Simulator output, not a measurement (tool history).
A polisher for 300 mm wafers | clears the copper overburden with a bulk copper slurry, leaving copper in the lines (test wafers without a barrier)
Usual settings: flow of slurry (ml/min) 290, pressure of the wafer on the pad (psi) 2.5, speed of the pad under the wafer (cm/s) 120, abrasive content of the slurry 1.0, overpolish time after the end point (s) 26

| run | hour | flow of slurry (ml/min) | pressure of the wafer on the pad (psi) | speed of the pad under the wafer (cm/s) | abrasive content of the slurry | overpolish time after the end point (s) | wafers since the last listed run | wafers polished on this pad | hours since the slurry nozzle was cleaned | hours since the head pressure was calibrated | hours since the slurry blender was calibrated | incoming thickness of the incoming film, nm | time until the end point was called (s) | dishing of a wide line in a test structure (nm) |
|---|---|---|---|---|---|---|---|---|---|---|---|---|---|---|
| 1 | 0.0 | 290 | 2.5 | 142 | 1.0 | 26 | 0 | 1529 | 396.6 | 26.9 | 211.6 | 644.2 | 72.0 | 65.4 |
|  | 23.0 | slurry blender recalibrated |
| 2 | 55.9 | 225 | 2.5 | 120 | 0.9 | 26 | 514 | 2044 | 452.5 | 82.8 | 32.9 | 647.1 | 84.5 | 58.0 |
|  | 120.7 | worn pad replaced by a new one |
| 3 | 131.0 | 225 | 2.5 | 120 | 0.9 | 26 | 678 | 97 | 527.6 | 157.9 | 108.0 | 631.5 | 93.8 | 57.5 |
|  | 147.1 | slurry nozzle cleaned |
| 4 | 210.3 | 290 | 2.5 | 120 | 1.0 | 26 | 747 | 845 | 63.2 | 237.2 | 187.3 | 638.3 | 81.9 | 59.6 |
|  | 290.4 | slurry blender recalibrated |
| 5 | 298.3 | 290 | 2.5 | 120 | 1.0 | 26 | 820 | 1666 | 151.2 | 325.2 | 7.9 | 642.8 | 73.4 | 61.9 |
| 6 | 362.8 | 290 | 2.5 | 120 | 1.0 | 26 | 615 | 2281 | 215.7 | 389.7 | 72.4 | 638.0 | 79.9 | 61.7 |
|  | 410.7 | worn pad replaced by a new one |
| 7 | 417.5 | 290 | 2.5 | 86 | 1.0 | 26 | 483 | 65 | 270.4 | 444.4 | 127.1 | 636.4 | 114.9 | 54.1 |
| 8 | 495.2 | 290 | 2.5 | 120 | 1.0 | 26 | 741 | 806 | 348.1 | 522.1 | 204.8 | 640.6 | 83.5 | 61.1 |
|  | 516.5 | head pressure recalibrated |
|  | 527.8 | slurry blender recalibrated |
| 9 | 552.5 | 290 | 2.5 | 120 | 1.0 | 26 | 508 | 1315 | 405.4 | 36.0 | 24.7 | 631.3 | 76.2 | 60.4 |
|  | 619.2 | slurry nozzle cleaned |
|  | 661.9 | worn pad replaced by a new one |
| 10 | 669.1 | 245 | 2.5 | 96 | 0.8 | 26 | 1065 | 69 | 49.9 | 152.6 | 141.3 | 647.2 | 107.5 | 53.5 |
|  | 758.4 | slurry blender recalibrated |
| 11 | 762.2 | 290 | 2.5 | 120 | 1.0 | 26 | 869 | 938 | 143.0 | 245.7 | 3.8 | 648.0 | 74.1 | 63.7 |
| 12 | 856.5 | 290 | 2.5 | 158 | 1.2 | 26 | 900 | 1838 | 237.3 | 340.0 | 98.1 | 645.8 | 59.3 | 63.2 |
| 13 | 934.8 | 290 | 2.5 | 120 | 1.0 | 26 | 747 | 2585 | 315.6 | 418.3 | 176.4 | 646.0 | 84.6 | 60.1 |
|  | 945.4 | worn pad replaced by a new one |
|  | 988.5 | slurry blender recalibrated |
|  | 1020.1 | head pressure recalibrated |
| 14 | 1024.8 | 290 | 1.7 | 120 | 1.0 | 26 | 782 | 719 | 405.6 | 4.7 | 36.3 | 631.9 | 117.1 | 51.4 |
|  | 1057.9 | slurry nozzle cleaned |
| 15 | 1131.5 | 290 | 2.5 | 120 | 1.0 | 12 | 1008 | 1728 | 73.6 | 111.4 | 143.0 | 641.9 | 81.6 | 41.8 |
|  | 1215.1 | worn pad replaced by a new one |
| 16 | 1226.1 | 290 | 2.5 | 98 | 1.1 | 17 | 864 | 104 | 168.2 | 206.0 | 237.6 | 648.6 | 101.3 | 45.9 |
|  | 1267.5 | slurry blender recalibrated |
| 17 | 1300.0 | 290 | 2.5 | 120 | 1.0 | 16 | 686 | 791 | 242.1 | 279.9 | 32.5 | 639.0 | 75.9 | 51.7 |

3 ways to go on from here, each from the tool as it stands after run 17. What would each give?
| A | 1300.4 | 290 | 2.5 | 120 | 1.0 | 26 | 3 | 794 | 242.5 | 280.3 | 32.9 | 647.7 | ? | ? |
| B | 1300.4 | 290 | 2.5 | 120 | 1.0 | 33 | 3 | 794 | 242.5 | 280.3 | 32.9 | 647.7 | ? | ? |
| C | 1300.4 | 390 | 2.5 | 120 | 1.0 | 40 | 3 | 794 | 242.5 | 280.3 | 32.9 | 647.7 | ? | ? |

| run | time until the end point was called (s) | dishing of a wide line in a test structure (nm) |
|---|---|---|
| A | 75.7 | 59.5 |
| B | 75.7 | 62.8 |
| C | 73.4 | 64.9 |
Without the tool's hidden state the same runs would have given:
| run | time until the end point was called (s) | dishing of a wide line in a test structure (nm) |
|---|---|---|
| A | 70.9 | 60.5 |
| B | 70.9 | 63.5 |
| C | 69.2 | 65.3 |

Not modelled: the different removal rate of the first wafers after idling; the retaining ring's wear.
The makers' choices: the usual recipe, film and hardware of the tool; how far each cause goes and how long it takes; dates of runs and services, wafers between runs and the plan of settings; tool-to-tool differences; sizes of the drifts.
